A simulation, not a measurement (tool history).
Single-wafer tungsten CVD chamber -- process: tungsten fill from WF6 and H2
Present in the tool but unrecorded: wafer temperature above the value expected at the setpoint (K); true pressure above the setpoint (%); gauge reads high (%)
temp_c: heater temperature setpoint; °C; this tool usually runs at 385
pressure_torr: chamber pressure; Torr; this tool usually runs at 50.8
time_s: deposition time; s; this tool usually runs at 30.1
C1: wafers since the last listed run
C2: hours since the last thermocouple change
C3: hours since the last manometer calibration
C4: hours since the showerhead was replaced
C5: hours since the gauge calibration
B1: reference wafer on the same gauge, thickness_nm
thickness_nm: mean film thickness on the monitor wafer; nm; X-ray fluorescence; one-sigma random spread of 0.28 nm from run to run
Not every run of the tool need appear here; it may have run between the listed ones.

run 1 hour=0 | temp_c=385 pressure_torr=50.8 time_s=30.1 | C1=0 C2=2848.9 C3=1425.9 C4=5958 C5=131.9 | B1=97.834 | thickness_nm=89.096
run 2 hour=70.1 | temp_c=385 pressure_torr=50.8 time_s=30.1 | C1=2748 C2=2919 C3=1496 C4=6028.1 C5=202 | B1=98.122 | thickness_nm=88.997
run 3 hour=131.2 | temp_c=385 pressure_torr=50.8 time_s=30.1 | C1=2395 C2=2980.1 C3=1557.1 C4=6089.2 C5=263.1 | B1=97.9 | thickness_nm=89.121
run 4 hour=167.3 | temp_c=390 pressure_torr=50.8 time_s=30.1 | C1=1415 C2=3016.2 C3=1593.2 C4=6125.3 C5=299.2 | B1=97.926 | thickness_nm=97.246
run 5 hour=193 | temp_c=390 pressure_torr=50.8 time_s=30.1 | C1=1007 C2=3041.9 C3=1618.9 C4=6151 C5=324.9 | B1=97.919 | thickness_nm=96.74
run 6 hour=229.4 | temp_c=390 pressure_torr=50.8 time_s=30.1 | C1=1427 C2=3078.3 C3=1655.3 C4=6187.4 C5=361.3 | B1=97.858 | thickness_nm=97.093
-- hour=270.7 showerhead replaced
-- hour=273.7 gauge calibrated
run 7 hour=277.7 | temp_c=385 pressure_torr=40.8 time_s=30.1 | C1=1580 C2=3126.6 C3=1703.6 C4=7 C5=4 | B1=97.909 | thickness_nm=75.005
run 8 hour=315.1 | temp_c=385 pressure_torr=50.8 time_s=30.1 | C1=1466 C2=3164 C3=1741 C4=44.4 C5=41.4 | B1=97.89 | thickness_nm=89.32
run 9 hour=340.4 | temp_c=379 pressure_torr=62.7 time_s=35.2 | C1=992 C2=3189.3 C3=1766.3 C4=69.7 C5=66.7 | B1=97.883 | thickness_nm=107.556
-- hour=352.9 thermocouple changed; heater temperature recalibrated
run 10 hour=383 | temp_c=396 pressure_torr=57.6 time_s=30.1 | C1=1356 C2=30.1 C3=1808.9 C4=112.3 C5=109.3 | B1=97.912 | thickness_nm=117.523
run 11 hour=435.2 | temp_c=385 pressure_torr=57.1 time_s=30.1 | C1=2046 C2=82.3 C3=1861.1 C4=164.5 C5=161.5 | B1=97.838 | thickness_nm=96.66

Run 12, settings as shown, results not yet in. Your forecast:
run 12 hour=474.9 | temp_c=385 pressure_torr=50.8 time_s=30.1 | C1=1556 C2=122 C3=1900.8 C4=204.2 C5=201.2 | B1=? | thickness_nm=?

{"run 12": {"B1": 97.889, "thickness_nm": 89.546}}
Were there no unlogged condition in the tool, this run, its random variation unchanged, would have produced thickness_nm 85.521 nm.
